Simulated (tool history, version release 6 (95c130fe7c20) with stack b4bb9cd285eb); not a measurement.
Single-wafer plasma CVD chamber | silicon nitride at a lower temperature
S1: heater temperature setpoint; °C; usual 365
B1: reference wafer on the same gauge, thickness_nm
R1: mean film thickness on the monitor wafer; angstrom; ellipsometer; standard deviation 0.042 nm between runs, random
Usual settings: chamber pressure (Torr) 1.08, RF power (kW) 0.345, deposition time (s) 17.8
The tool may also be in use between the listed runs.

{"run": 1, "hour": 0.0, "S1": 357, "chamber pressure (Torr)": 0.91, "RF power (kW)": 0.345, "deposition time (s)": 17.8, "B1": 22.69, "R1": 176.85}
{"run": 2, "hour": 25.6, "S1": 365, "chamber pressure (Torr)": 1.08, "RF power (kW)": 0.295, "deposition time (s)": 18.7, "B1": 22.706, "R1": 160.9}
{"run": 3, "hour": 38.7, "S1": 365, "chamber pressure (Torr)": 1.08, "RF power (kW)": 0.295, "deposition time (s)": 18.7, "B1": 22.689, "R1": 161.41}
{"run": 4, "hour": 69.5, "S1": 365, "chamber pressure (Torr)": 1.08, "RF power (kW)": 0.345, "deposition time (s)": 17.8, "B1": 22.685, "R1": 181.35}
{"run": 5, "hour": 99.3, "S1": 365, "chamber pressure (Torr)": 1.08, "RF power (kW)": 0.345, "deposition time (s)": 17.8, "B1": 22.696, "R1": 181.35}
{"run": 6, "hour": 112.5, "S1": 365, "chamber pressure (Torr)": 1.08, "RF power (kW)": 0.325, "deposition time (s)": 17.8, "B1": 22.72, "R1": 170.56}
{"run": 7, "hour": 137.6, "S1": 360, "chamber pressure (Torr)": 1.08, "RF power (kW)": 0.345, "deposition time (s)": 17.8, "B1": 22.705, "R1": 181.63}
{"run": 8, "hour": 171.9, "S1": 360, "chamber pressure (Torr)": 1.08, "RF power (kW)": 0.345, "deposition time (s)": 17.8, "B1": 22.703, "R1": 181.55}
{"hour": 218.9, "done": "showerhead replaced"}
{"run": 9, "hour": 267.7, "S1": 365, "chamber pressure (Torr)": 1.08, "RF power (kW)": 0.345, "deposition time (s)": 20, "B1": 22.694, "R1": 202.89}
{"run": 10, "hour": 295.3, "S1": 365, "chamber pressure (Torr)": 1.08, "RF power (kW)": 0.345, "deposition time (s)": 20, "B1": 22.709, "R1": 202.36}
{"hour": 309.9, "done": "thermocouple changed; heater temperature recalibrated"}
{"run": 11, "hour": 325.4, "S1": 365, "chamber pressure (Torr)": 1.08, "RF power (kW)": 0.345, "deposition time (s)": 20, "B1": 22.711, "R1": 202.71}
{"run": 12, "hour": 344.6, "S1": 365, "chamber pressure (Torr)": 1.08, "RF power (kW)": 0.345, "deposition time (s)": 17.8, "B1": 22.694, "R1": 180.57}
{"hour": 351.5, "done": "gauge calibrated"}
{"run": 13, "hour": 360.7, "S1": 365, "chamber pressure (Torr)": 1.08, "RF power (kW)": 0.345, "deposition time (s)": 17.8, "B1": 22.691, "R1": 179.82}
{"run": 14, "hour": 374.8, "S1": 365, "chamber pressure (Torr)": 1.15, "RF power (kW)": 0.345, "deposition time (s)": 17.8, "B1": 22.696, "R1": 181.47}
{"hour": 390.7, "done": "capacitance manometer re-zeroed and calibrated"}
{"hour": 396.0, "done": "RF generator calibrated"}
{"run": 15, "hour": 396.5, "S1": 361, "chamber pressure (Torr)": 1.08, "RF power (kW)": 0.345, "deposition time (s)": 19.4, "B1": 22.702, "R1": 205.88}
{"run": 16, "hour": 409.0, "S1": 365, "chamber pressure (Torr)": 1.08, "RF power (kW)": 0.345, "deposition time (s)": 17.8, "B1": 22.689, "R1": 188.87}
{"run": 17, "hour": 436.4, "S1": 365, "chamber pressure (Torr)": 1.29, "RF power (kW)": 0.305, "deposition time (s)": 17.8, "B1": 22.707, "R1": 171.7}
{"run": 18, "hour": 467.7, "S1": 365, "chamber pressure (Torr)": 1.08, "RF power (kW)": 0.29, "deposition time (s)": 17.8, "B1": 22.692, "R1": 156.41}
{"run": 19, "hour": 484.2, "S1": 365, "chamber pressure (Torr)": 1.08, "RF power (kW)": 0.345, "deposition time (s)": 17.8, "B1": 22.705, "R1": 188.35}
{"run": 20, "hour": 502.9, "S1": 365, "chamber pressure (Torr)": 1.08, "RF power (kW)": 0.345, "deposition time (s)": 17.8, "B1": 22.708, "R1": 189.07}
{"run": 21, "hour": 529.2, "S1": 375, "chamber pressure (Torr)": 1.08, "RF power (kW)": 0.29, "deposition time (s)": 17.8, "B1": 22.713, "R1": 155.13}
{"run": 22, "hour": 563.0, "S1": 365, "chamber pressure (Torr)": 1.08, "RF power (kW)": 0.345, "deposition time (s)": 15.7, "B1": 22.713, "R1": 166.41}
{"run": 23, "hour": 591.3, "S1": 354, "chamber pressure (Torr)": 1.08, "RF power (kW)": 0.4, "deposition time (s)": 17.8, "B1": 22.701, "R1": 217.37}
{"run": 24, "hour": 609.8, "S1": 379, "chamber pressure (Torr)": 1.08, "RF power (kW)": 0.345, "deposition time (s)": 17.8, "B1": 22.716, "R1": 186.7}
{"run": 25, "hour": 642.3, "S1": 365, "chamber pressure (Torr)": 1.08, "RF power (kW)": 0.345, "deposition time (s)": 17.8, "B1": 22.713, "R1": 187.65}
{"run": 26, "hour": 654.9, "S1": 365, "chamber pressure (Torr)": 1.08, "RF power (kW)": 0.345, "deposition time (s)": 17.8, "B1": 22.704, "R1": 186.97}
{"run": 27, "hour": 668.9, "S1": 365, "chamber pressure (Torr)": 0.87, "RF power (kW)": 0.345, "deposition time (s)": 19.9, "B1": 22.695, "R1": 201.89}

Measured result minus the same run's result without the hidden state. Both carry the same run-to-run variation, though not necessarily the same gauge scatter:
Hidden state at play: wafer temperature above the value expected at the setpoint (K); delivered RF power above the setpoint (%); true pressure above the setpoint (%); gauge reads high (%).
run=1 R1=-7.59
run=2 R1=-7.74
run=3 R1=-7.84
run=4 R1=-8.26
run=5 R1=-8.46
run=6 R1=-8.33
run=7 R1=-8.74
run=8 R1=-8.97
run=9 R1=-10.76
run=10 R1=-10.94
run=11 R1=-11.19
run=12 R1=-10.1
run=13 R1=-10.17
run=14 R1=-10.36
run=15 R1=-0.86
run=16 R1=-0.86
run=17 R1=-1
run=18 R1=-1.12
run=19 R1=-1.31
run=20 R1=-1.44
run=21 R1=-1.45
run=22 R1=-1.59
run=23 R1=-2.14
run=24 R1=-2.07
run=25 R1=-2.29
run=26 R1=-2.35
run=27 R1=-2.64
